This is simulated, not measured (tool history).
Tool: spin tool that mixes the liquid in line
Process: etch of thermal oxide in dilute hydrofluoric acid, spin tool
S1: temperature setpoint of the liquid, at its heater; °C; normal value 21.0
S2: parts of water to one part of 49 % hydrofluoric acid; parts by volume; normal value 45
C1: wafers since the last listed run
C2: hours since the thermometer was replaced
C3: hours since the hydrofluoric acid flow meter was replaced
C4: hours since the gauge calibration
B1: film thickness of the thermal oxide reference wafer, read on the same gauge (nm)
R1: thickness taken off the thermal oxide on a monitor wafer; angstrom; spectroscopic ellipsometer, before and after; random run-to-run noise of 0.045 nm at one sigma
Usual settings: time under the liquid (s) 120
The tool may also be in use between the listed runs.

{"run": 1, "day": 0.0, "S1": 21.0, "S2": 45, "time under the liquid (s)": 120, "C1": 0, "C2": 2345.7, "C3": 851.8, "C4": 212.9, "B1": 59.99, "R1": 119.9}
{"run": 2, "day": 0.833, "S1": 21.0, "S2": 45, "time under the liquid (s)": 120, "C1": 117, "C2": 2365.7, "C3": 871.8, "C4": 232.9, "B1": 59.99, "R1": 119.9}
{"run": 3, "day": 1.462, "S1": 21.0, "S2": 45, "time under the liquid (s)": 120, "C1": 88, "C2": 2380.8, "C3": 886.9, "C4": 248.0, "B1": 59.99, "R1": 119.3}
{"run": 4, "day": 2.0, "S1": 21.0, "S2": 45, "time under the liquid (s)": 120, "C1": 75, "C2": 2393.7, "C3": 899.8, "C4": 260.9, "B1": 60.01, "R1": 119.9}
{"run": 5, "day": 2.562, "S1": 21.0, "S2": 45, "time under the liquid (s)": 145, "C1": 79, "C2": 2407.2, "C3": 913.3, "C4": 274.4, "B1": 59.98, "R1": 144.8}
{"run": 6, "day": 3.929, "S1": 24.0, "S2": 45, "time under the liquid (s)": 120, "C1": 192, "C2": 2440.0, "C3": 946.1, "C4": 307.2, "B1": 60.01, "R1": 135.8}
{"day": 4.996, "done": "gauge calibrated"}
{"run": 7, "day": 5.088, "S1": 24.0, "S2": 45, "time under the liquid (s)": 120, "C1": 163, "C2": 2467.8, "C3": 973.9, "C4": 2.2, "B1": 60.02, "R1": 135.9}
{"day": 5.792, "done": "hydrofluoric acid flow meter replaced"}
{"run": 8, "day": 5.9, "S1": 19.0, "S2": 50, "time under the liquid (s)": 140, "C1": 108, "C2": 2487.3, "C3": 2.6, "C4": 21.7, "B1": 60.0, "R1": 114.5}
{"day": 6.625, "done": "thermometer replaced"}
{"run": 9, "day": 6.746, "S1": 21.0, "S2": 45, "time under the liquid (s)": 120, "C1": 113, "C2": 2.9, "C3": 22.9, "C4": 42.0, "B1": 60.01, "R1": 119.9}
{"run": 10, "day": 7.421, "S1": 23.0, "S2": 25, "time under the liquid (s)": 55, "C1": 95, "C2": 19.1, "C3": 39.1, "C4": 58.2, "B1": 60.0, "R1": 110.8}
{"run": 11, "day": 11.35, "S1": 24.0, "S2": 55, "time under the liquid (s)": 155, "C1": 553, "C2": 113.4, "C3": 133.4, "C4": 152.5, "B1": 59.98, "R1": 141.2}
{"run": 12, "day": 12.342, "S1": 21.0, "S2": 45, "time under the liquid (s)": 120, "C1": 139, "C2": 137.2, "C3": 157.2, "C4": 176.3, "B1": 59.98, "R1": 120.1}
{"run": 13, "day": 13.354, "S1": 23.5, "S2": 60, "time under the liquid (s)": 185, "C1": 142, "C2": 161.5, "C3": 181.5, "C4": 200.6, "B1": 60.0, "R1": 149.9}
{"run": 14, "day": 14.708, "S1": 22.5, "S2": 55, "time under the liquid (s)": 120, "C1": 190, "C2": 194.0, "C3": 214.0, "C4": 233.1, "B1": 60.02, "R1": 103.3}

State the hidden condition of the tool at each of the runs:
liquid hotter than its thermometer reads (K): 0, the same for each run
hydrofluoric acid flow above the setpoint (%): 0, the same for each run
gauge reads high (%): 0, the same for each run
